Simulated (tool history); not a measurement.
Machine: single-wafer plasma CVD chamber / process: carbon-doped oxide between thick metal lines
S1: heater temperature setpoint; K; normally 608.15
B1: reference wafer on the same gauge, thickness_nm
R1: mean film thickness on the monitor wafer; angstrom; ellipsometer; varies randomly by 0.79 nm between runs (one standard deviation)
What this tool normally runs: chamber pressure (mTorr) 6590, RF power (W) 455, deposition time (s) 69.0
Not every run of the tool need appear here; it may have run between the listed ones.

{"run": 1, "hour": 0.0, "S1": 608.15, "chamber pressure (mTorr)": 6590, "RF power (W)": 455, "deposition time (s)": 69.0, "B1": 400.992, "R1": 3402.11}
{"run": 2, "hour": 69.2, "S1": 608.15, "chamber pressure (mTorr)": 6590, "RF power (W)": 455, "deposition time (s)": 69.0, "B1": 401.137, "R1": 3380.56}
{"run": 3, "hour": 155.1, "S1": 608.15, "chamber pressure (mTorr)": 6590, "RF power (W)": 455, "deposition time (s)": 69.0, "B1": 400.962, "R1": 3384.42}
{"run": 4, "hour": 240.5, "S1": 608.15, "chamber pressure (mTorr)": 6590, "RF power (W)": 455, "deposition time (s)": 69.0, "B1": 401.194, "R1": 3391.33}
{"run": 5, "hour": 286.5, "S1": 608.15, "chamber pressure (mTorr)": 6590, "RF power (W)": 455, "deposition time (s)": 69.0, "B1": 400.965, "R1": 3368.18}
{"run": 6, "hour": 330.1, "S1": 608.15, "chamber pressure (mTorr)": 6590, "RF power (W)": 455, "deposition time (s)": 69.0, "B1": 400.859, "R1": 3373.01}
{"run": 7, "hour": 380.1, "S1": 608.15, "chamber pressure (mTorr)": 6590, "RF power (W)": 415, "deposition time (s)": 69.0, "B1": 400.977, "R1": 3182.64}
{"run": 8, "hour": 480.2, "S1": 608.15, "chamber pressure (mTorr)": 6590, "RF power (W)": 415, "deposition time (s)": 69.0, "B1": 400.922, "R1": 3163.6}
{"run": 9, "hour": 580.3, "S1": 608.15, "chamber pressure (mTorr)": 6590, "RF power (W)": 415, "deposition time (s)": 69.0, "B1": 401.044, "R1": 3179.14}
{"run": 10, "hour": 620.5, "S1": 608.15, "chamber pressure (mTorr)": 6590, "RF power (W)": 455, "deposition time (s)": 69.0, "B1": 400.905, "R1": 3346.42}
{"run": 11, "hour": 706.0, "S1": 600.15, "chamber pressure (mTorr)": 6590, "RF power (W)": 455, "deposition time (s)": 82.5, "B1": 401.055, "R1": 4123.37}
{"hour": 789.0, "done": "gauge calibrated"}
{"hour": 864.7, "done": "capacitance manometer re-zeroed and calibrated"}
{"hour": 906.5, "done": "showerhead replaced"}
{"run": 12, "hour": 999.3, "S1": 608.15, "chamber pressure (mTorr)": 5220, "RF power (W)": 455, "deposition time (s)": 69.0, "B1": 401.052, "R1": 3291.63}
{"hour": 1065.2, "done": "thermocouple changed; heater temperature recalibrated"}
{"run": 13, "hour": 1072.8, "S1": 600.15, "chamber pressure (mTorr)": 6590, "RF power (W)": 455, "deposition time (s)": 82.5, "B1": 400.842, "R1": 4194.4}
{"hour": 1120.0, "done": "RF generator calibrated"}
{"run": 14, "hour": 1149.5, "S1": 593.15, "chamber pressure (mTorr)": 5510, "RF power (W)": 385, "deposition time (s)": 56.9, "B1": 400.773, "R1": 2705.18}
{"run": 15, "hour": 1240.0, "S1": 608.15, "chamber pressure (mTorr)": 6590, "RF power (W)": 400, "deposition time (s)": 63.0, "B1": 400.861, "R1": 2922.85}
{"run": 16, "hour": 1302.6, "S1": 619.15, "chamber pressure (mTorr)": 8150, "RF power (W)": 400, "deposition time (s)": 69.0, "B1": 401.173, "R1": 3114.57}
{"run": 17, "hour": 1338.9, "S1": 608.15, "chamber pressure (mTorr)": 5800, "RF power (W)": 455, "deposition time (s)": 69.0, "B1": 401.051, "R1": 3450.53}
{"run": 18, "hour": 1392.4, "S1": 597.15, "chamber pressure (mTorr)": 6590, "RF power (W)": 395, "deposition time (s)": 69.0, "B1": 400.877, "R1": 3290.05}
{"run": 19, "hour": 1494.6, "S1": 608.15, "chamber pressure (mTorr)": 6590, "RF power (W)": 455, "deposition time (s)": 55.2, "B1": 401.036, "R1": 2768.96}

Below are 5 alternative next runs, each starting from the tool's condition after run 19. Predict each:
{"run": "A", "hour": 1495.0, "S1": 608.15, "chamber pressure (mTorr)": 7590, "RF power (W)": 455, "deposition time (s)": 69.0, "B1": "?", "R1": "?"}
{"run": "B", "hour": 1495.0, "S1": 616.15, "chamber pressure (mTorr)": 7420, "RF power (W)": 520, "deposition time (s)": 69.0, "B1": "?", "R1": "?"}
{"run": "C", "hour": 1495.0, "S1": 608.15, "chamber pressure (mTorr)": 6110, "RF power (W)": 515, "deposition time (s)": 81.4, "B1": "?", "R1": "?"}
{"run": "D", "hour": 1495.0, "S1": 608.15, "chamber pressure (mTorr)": 7220, "RF power (W)": 520, "deposition time (s)": 69.0, "B1": "?", "R1": "?"}
{"run": "E", "hour": 1495.0, "S1": 608.15, "chamber pressure (mTorr)": 5160, "RF power (W)": 505, "deposition time (s)": 69.0, "B1": "?", "R1": "?"}

run=A B1=401.113 R1=3484.56
run=B B1=401.113 R1=3665.83
run=C B1=401.113 R1=4365.40
run=D B1=401.113 R1=3754.39
run=E B1=401.113 R1=3627.73
With the hidden condition removed and each run's random variation left untouched, the same runs would have given:
run=A R1=3540.56
run=B R1=3718.21
run=C R1=4432.36
run=D R1=3811.98
run=E R1=3683.72
